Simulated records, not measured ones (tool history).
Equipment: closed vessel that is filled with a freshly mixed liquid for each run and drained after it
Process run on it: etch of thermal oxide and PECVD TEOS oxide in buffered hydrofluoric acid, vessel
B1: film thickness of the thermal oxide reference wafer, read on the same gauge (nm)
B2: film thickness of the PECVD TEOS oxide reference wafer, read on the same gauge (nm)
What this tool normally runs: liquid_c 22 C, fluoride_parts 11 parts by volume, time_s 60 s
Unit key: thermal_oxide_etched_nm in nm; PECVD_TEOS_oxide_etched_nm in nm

Run 1, day 0: usual settings; B1 69.96; B2 120.01. Result: thermal_oxide_etched_nm 59.13 nm, PECVD_TEOS_oxide_etched_nm 127.57 nm.
Run 2, day 3.062: usual settings; B1 70.01; B2 119.99. Result: thermal_oxide_etched_nm 59.53 nm, PECVD_TEOS_oxide_etched_nm 128.65 nm.
Run 3, day 3.608: usual settings; B1 70.01; B2 119.98. Result: thermal_oxide_etched_nm 59.33 nm, PECVD_TEOS_oxide_etched_nm 126.97 nm.
At day 3.738: gauge calibrated.
At day 4.075: thermometer replaced.
Run 4, day 4.117: usual settings; B1 69.99; B2 120.02. Result: thermal_oxide_etched_nm 51.94 nm, PECVD_TEOS_oxide_etched_nm 111.82 nm.
Run 5, day 5.2: usual settings but fluoride_parts 15 parts by volume; B1 70; B2 120.02. Result: thermal_oxide_etched_nm 39.05 nm, PECVD_TEOS_oxide_etched_nm 82.6 nm.
Run 6, day 5.712: usual settings; B1 69.97; B2 120.02. Result: thermal_oxide_etched_nm 52.93 nm, PECVD_TEOS_oxide_etched_nm 113.06 nm.
Run 7, day 6.458: usual settings; B1 70.02; B2 120. Result: thermal_oxide_etched_nm 52.3 nm, PECVD_TEOS_oxide_etched_nm 112.89 nm.
Run 8, day 7.854: usual settings but liquid_c 26.5 C; B1 70; B2 120. Result: thermal_oxide_etched_nm 66.38 nm, PECVD_TEOS_oxide_etched_nm 143.82 nm.
Run 9, day 9.275: usual settings but time_s 30 s; B1 70.01; B2 119.97. Result: thermal_oxide_etched_nm 26.21 nm, PECVD_TEOS_oxide_etched_nm 56.38 nm.
Run 10, day 10.554: usual settings but liquid_c 18.5 C, fluoride_parts 7 parts by volume, time_s 35 s; B1 69.99; B2 119.98. Result: thermal_oxide_etched_nm 39.17 nm, PECVD_TEOS_oxide_etched_nm 84.55 nm.
Run 11, day 11.7: usual settings; B1 70; B2 119.95. Result: thermal_oxide_etched_nm 52.96 nm, PECVD_TEOS_oxide_etched_nm 115.36 nm.
At day 11.796: hydrofluoric acid flow meter replaced.
Run 12, day 12.821: usual settings but liquid_c 19.5 C, fluoride_parts 9 parts by volume, time_s 80 s; B1 70; B2 120.01. Result: thermal_oxide_etched_nm 72.14 nm, PECVD_TEOS_oxide_etched_nm 156.67 nm.
Run 13, day 14.242: usual settings but liquid_c 20 C, fluoride_parts 12.5 parts by volume, time_s 85 s; B1 70.03; B2 120.04. Result: thermal_oxide_etched_nm 59.16 nm, PECVD_TEOS_oxide_etched_nm 129.31 nm.
Run 14, day 14.825: usual settings but liquid_c 27 C, fluoride_parts 9.5 parts by volume, time_s 80 s; B1 70.02; B2 119.99. Result: thermal_oxide_etched_nm 105.69 nm, PECVD_TEOS_oxide_etched_nm 224.54 nm.
Run 15, day 15.35: usual settings; B1 70; B2 120.02. Result: thermal_oxide_etched_nm 52.38 nm, PECVD_TEOS_oxide_etched_nm 113.75 nm.
Run 16, day 16.317: usual settings but liquid_c 25.5 C, fluoride_parts 14 parts by volume, time_s 70 s; B1 70; B2 119.99. Result: thermal_oxide_etched_nm 59.3 nm, PECVD_TEOS_oxide_etched_nm 127.59 nm.
Run 17, day 16.929: usual settings; B1 70.01; B2 120. Result: thermal_oxide_etched_nm 53.12 nm, PECVD_TEOS_oxide_etched_nm 114.93 nm.
Run 18, day 18.304: usual settings but liquid_c 18.5 C, fluoride_parts 12.5 parts by volume, time_s 80 s; B1 70; B2 120. Result: thermal_oxide_etched_nm 51.17 nm, PECVD_TEOS_oxide_etched_nm 111.26 nm.
Run 19, day 21.121: usual settings; B1 70; B2 120. Result: thermal_oxide_etched_nm 53.33 nm, PECVD_TEOS_oxide_etched_nm 114.58 nm.
Run 20, day 22.529: usual settings; B1 70; B2 119.95. Result: thermal_oxide_etched_nm 52.84 nm, PECVD_TEOS_oxide_etched_nm 113.39 nm.
Run 21, day 24.383: usual settings but liquid_c 27 C; B1 69.99; B2 120.01. Result: thermal_oxide_etched_nm 70.41 nm, PECVD_TEOS_oxide_etched_nm 151.19 nm.
Run 22, day 25.708: usual settings but fluoride_parts 15.5 parts by volume, time_s 90 s; B1 69.99; B2 119.98. Result: thermal_oxide_etched_nm 57.59 nm, PECVD_TEOS_oxide_etched_nm 124.17 nm.
Run 23, day 27.017: usual settings; B1 69.99; B2 119.99. Result: thermal_oxide_etched_nm 53.68 nm, PECVD_TEOS_oxide_etched_nm 117.04 nm.
Run 24, day 27.579: usual settings but liquid_c 20 C, time_s 30 s; B1 70.01; B2 119.99. Result: thermal_oxide_etched_nm 24.15 nm, PECVD_TEOS_oxide_etched_nm 52.49 nm.
Run 25, day 28.696: usual settings; B1 69.98; B2 119.98. Result: thermal_oxide_etched_nm 54.13 nm, PECVD_TEOS_oxide_etched_nm 115.94 nm.
Run 26, day 29.767: usual settings but liquid_c 25 C, fluoride_parts 15 parts by volume; B1 70.03; B2 120.01. Result: thermal_oxide_etched_nm 47.08 nm, PECVD_TEOS_oxide_etched_nm 100.43 nm.
Run 27, day 30.442: usual settings but fluoride_parts 7.5 parts by volume; B1 70.02; B2 119.99. Result: thermal_oxide_etched_nm 78.99 nm, PECVD_TEOS_oxide_etched_nm 165.83 nm.

Here are 3 independent what-if runs from the current tool condition. What would each one return?
Run A, day 30.471: usual settings but liquid_c 24 C; B1 ?; B2 ?. Result: thermal_oxide_etched_nm ?, PECVD_TEOS_oxide_etched_nm ?.
Run B, day 30.471: usual settings but liquid_c 23.5 C; B1 ?; B2 ?. Result: thermal_oxide_etched_nm ?, PECVD_TEOS_oxide_etched_nm ?.
Run C, day 30.471: usual settings but liquid_c 24.5 C, fluoride_parts 13 parts by volume; B1 ?; B2 ?. Result: thermal_oxide_etched_nm ?, PECVD_TEOS_oxide_etched_nm ?.

run     B1      B2  thermal_oxide_etched_nm  PECVD_TEOS_oxide_etched_nm
  A  69.96  119.97                    60.69                      131.76
  B  69.96  119.97                    59.06                      128.23
  C  69.96  119.97                    52.97                         115
What these runs would have given with no unlogged condition in the tool:
run  thermal_oxide_etched_nm  PECVD_TEOS_oxide_etched_nm
  A                    58.55                      127.11
  B                    56.97                      123.69
  C                    51.11                      110.95
